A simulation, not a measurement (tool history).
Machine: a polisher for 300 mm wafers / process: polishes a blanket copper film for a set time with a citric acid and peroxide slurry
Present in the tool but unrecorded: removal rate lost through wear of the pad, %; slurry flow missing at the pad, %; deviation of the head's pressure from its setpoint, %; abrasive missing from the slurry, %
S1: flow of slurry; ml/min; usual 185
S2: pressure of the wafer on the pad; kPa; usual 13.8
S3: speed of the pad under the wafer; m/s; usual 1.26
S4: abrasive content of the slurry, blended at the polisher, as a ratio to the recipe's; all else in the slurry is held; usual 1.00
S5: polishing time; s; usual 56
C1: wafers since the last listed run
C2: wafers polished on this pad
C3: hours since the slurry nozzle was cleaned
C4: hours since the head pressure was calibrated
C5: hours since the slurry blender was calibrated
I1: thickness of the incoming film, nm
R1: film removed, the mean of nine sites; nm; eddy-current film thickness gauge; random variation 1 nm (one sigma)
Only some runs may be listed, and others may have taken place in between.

run    hour   S1    S2    S3    S4  S5    C1    C2     C3     C4     C5      I1     R1
  1     0.0  185  13.8  1.26  1.00  66     0   893  229.2  231.1   77.9  1231.8  121.6
  2    62.5  185  13.8  1.26  0.80  56   650  1544  291.7  293.6  140.4  1214.1   98.8
  3   126.7  185  13.8  1.26  0.80  56   668  2213  355.9  357.8  204.6  1230.6   97.2
      174.8  -- worn pad replaced by a new one
  4   193.6  155  13.8  1.26  1.00  56   654   196  422.8  424.7  271.5  1229.2   98.4
  5   246.6  155  13.8  1.26  1.00  56   551   748  475.8  477.7  324.5  1222.5   97.5
      305.7  -- head pressure recalibrated
      429.0  -- worn pad replaced by a new one
      439.8  -- slurry blender recalibrated
  6   451.1  185  13.8  1.26  1.20  56  2046   209  680.3  145.4   11.3  1215.8   99.7
      478.0  -- slurry nozzle cleaned
  7   504.2  185  13.8  1.26  1.20  56   542   751   26.2  198.5   64.4  1237.9  106.1
  8   574.8  185  13.8  1.26  1.20  56   735  1486   96.8  269.1  135.0  1249.2  105.9
  9   618.9  185  12.4  1.26  1.00  56   459  1945  140.9  313.2  179.1  1237.6   95.9
 10   646.9  235  13.8  1.26  0.85  56   291  2237  168.9  341.2  207.1  1215.8  102.9
      686.5  -- worn pad replaced by a new one
 11   687.8  185   9.7  1.66  1.00  56   384    13  209.8  382.1  248.0  1216.0  106.1
 12   844.7  130  12.4  1.26  1.25  73  1633  1647  366.7  539.0  404.9  1216.6  118.8
 13   886.7  185  13.8  1.26  1.00  56   437  2084  408.7  581.0  446.9  1211.8  100.5
      936.9  -- slurry blender recalibrated
 14   937.4  160  15.2  1.50  0.75  56   507  2592  459.4  631.7    0.5  1244.2  119.8
      947.5  -- head pressure recalibrated
     1006.5  -- worn pad replaced by a new one
     1105.0  -- slurry nozzle cleaned
 15  1141.7  185  17.2  1.10  1.00  56  2054  1397   36.7  194.2  204.8  1235.8  107.0
 16  1197.7  160  13.8  1.48  1.00  56   583  1980   92.7  250.2  260.8  1238.0  115.0
 17  1242.6  155  17.2  1.26  1.00  56   467  2448  137.6  295.1  305.7  1232.1  119.2
     1309.6  -- worn pad replaced by a new one
     1374.1  -- slurry blender recalibrated
 18  1425.9  185  13.8  1.26  1.00  56  1846  1190  320.9  478.4   51.8  1239.4  101.8

Consider 5 possible next runs. They are alternatives, not a sequence: every one starts from the tool as it was left by run 18. What does each give?
  A  1426.3  185  13.8  1.26  1.00  56   4  1194  321.3  478.8  52.2  1222.6   ?
  B  1426.3  145  11.7  1.02  1.00  56   4  1194  321.3  478.8  52.2  1222.6   ?
  C  1426.3  185  13.8  1.64  0.90  37   4  1194  321.3  478.8  52.2  1222.6   ?
  D  1426.3  185  15.2  1.10  1.00  63   4  1194  321.3  478.8  52.2  1222.6   ?
  E  1426.3  185  13.8  1.26  0.75  46   4  1194  321.3  478.8  52.2  1222.6   ?

run     R1
  A  102.5
  B   70.6
  C   86.0
  D  108.7
  E   80.2
With the hidden condition removed and each run's random variation left untouched, the same runs would have given:
run     R1
  A  103.9
  B   71.9
  C   87.2
  D  110.2
  E   81.3
